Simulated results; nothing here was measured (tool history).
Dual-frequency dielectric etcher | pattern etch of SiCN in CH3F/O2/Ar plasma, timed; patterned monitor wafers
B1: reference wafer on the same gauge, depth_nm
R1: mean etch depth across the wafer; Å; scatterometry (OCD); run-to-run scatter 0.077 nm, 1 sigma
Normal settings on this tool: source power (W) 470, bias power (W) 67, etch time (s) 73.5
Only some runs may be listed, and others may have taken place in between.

run 1 hour=0.0 | source_power_(W)=470 bias_power_(W)=67 etch_time_(s)=73.5 | B1=28.71 | R1=266.3
run 2 hour=65.9 | source_power_(W)=470 bias_power_(W)=67 etch_time_(s)=73.5 | B1=28.79 | R1=267.1
run 3 hour=127.4 | source_power_(W)=470 bias_power_(W)=67 etch_time_(s)=73.5 | B1=28.86 | R1=268.0
run 4 hour=168.0 | source_power_(W)=470 bias_power_(W)=67 etch_time_(s)=73.5 | B1=28.93 | R1=267.4
-- hour=215.9 wet clean of the chamber
run 5 hour=216.4 | source_power_(W)=470 bias_power_(W)=67 etch_time_(s)=73.5 | B1=29.01 | R1=267.4
run 6 hour=226.3 | source_power_(W)=470 bias_power_(W)=67 etch_time_(s)=73.5 | B1=29.01 | R1=267.6
run 7 hour=266.9 | source_power_(W)=430 bias_power_(W)=67 etch_time_(s)=73.5 | B1=29.07 | R1=260.6
run 8 hour=311.9 | source_power_(W)=430 bias_power_(W)=67 etch_time_(s)=73.5 | B1=29.14 | R1=261.9
-- hour=332.5 gauge calibrated
run 9 hour=343.6 | source_power_(W)=470 bias_power_(W)=67 etch_time_(s)=73.5 | B1=28.33 | R1=262.4
run 10 hour=413.4 | source_power_(W)=420 bias_power_(W)=55 etch_time_(s)=91.5 | B1=28.41 | R1=296.6
-- hour=456.0 bias power generator calibrated
run 11 hour=462.1 | source_power_(W)=470 bias_power_(W)=67 etch_time_(s)=73.5 | B1=28.46 | R1=264.4
-- hour=487.0 source power generator calibrated
-- hour=502.1 upper electrode replaced
run 12 hour=506.1 | source_power_(W)=470 bias_power_(W)=60 etch_time_(s)=73.5 | B1=28.55 | R1=254.3
run 13 hour=546.3 | source_power_(W)=520 bias_power_(W)=81 etch_time_(s)=60.5 | B1=28.55 | R1=241.2
-- hour=585.9 wet clean of the chamber
run 14 hour=586.4 | source_power_(W)=590 bias_power_(W)=80 etch_time_(s)=91.5 | B1=28.63 | R1=377.0
run 15 hour=649.9 | source_power_(W)=470 bias_power_(W)=79 etch_time_(s)=90.5 | B1=28.69 | R1=345.0
run 16 hour=708.4 | source_power_(W)=570 bias_power_(W)=67 etch_time_(s)=73.5 | B1=28.71 | R1=282.7
run 17 hour=771.0 | source_power_(W)=470 bias_power_(W)=55 etch_time_(s)=73.5 | B1=28.84 | R1=250.5

4 ways to go on from here, each from the tool as it stands after run 17. What would each give?
run A hour=771.4 | source_power_(W)=420 bias_power_(W)=67 etch_time_(s)=73.5 | B1=? | R1=?
run B hour=771.4 | source_power_(W)=400 bias_power_(W)=56 etch_time_(s)=73.5 | B1=? | R1=?
run C hour=771.4 | source_power_(W)=590 bias_power_(W)=51 etch_time_(s)=82.0 | B1=? | R1=?
run D hour=771.4 | source_power_(W)=370 bias_power_(W)=54 etch_time_(s)=60.0 | B1=? | R1=?

run=A B1=28.81 R1=258.6
run=B B1=28.81 R1=239.8
run=C B1=28.81 R1=295.0
run=D B1=28.81 R1=188.8
With the hidden condition removed and each run's random variation left untouched, the same runs would have given:
run=A R1=254.8
run=B R1=236.3
run=C R1=290.7
run=D R1=186.0

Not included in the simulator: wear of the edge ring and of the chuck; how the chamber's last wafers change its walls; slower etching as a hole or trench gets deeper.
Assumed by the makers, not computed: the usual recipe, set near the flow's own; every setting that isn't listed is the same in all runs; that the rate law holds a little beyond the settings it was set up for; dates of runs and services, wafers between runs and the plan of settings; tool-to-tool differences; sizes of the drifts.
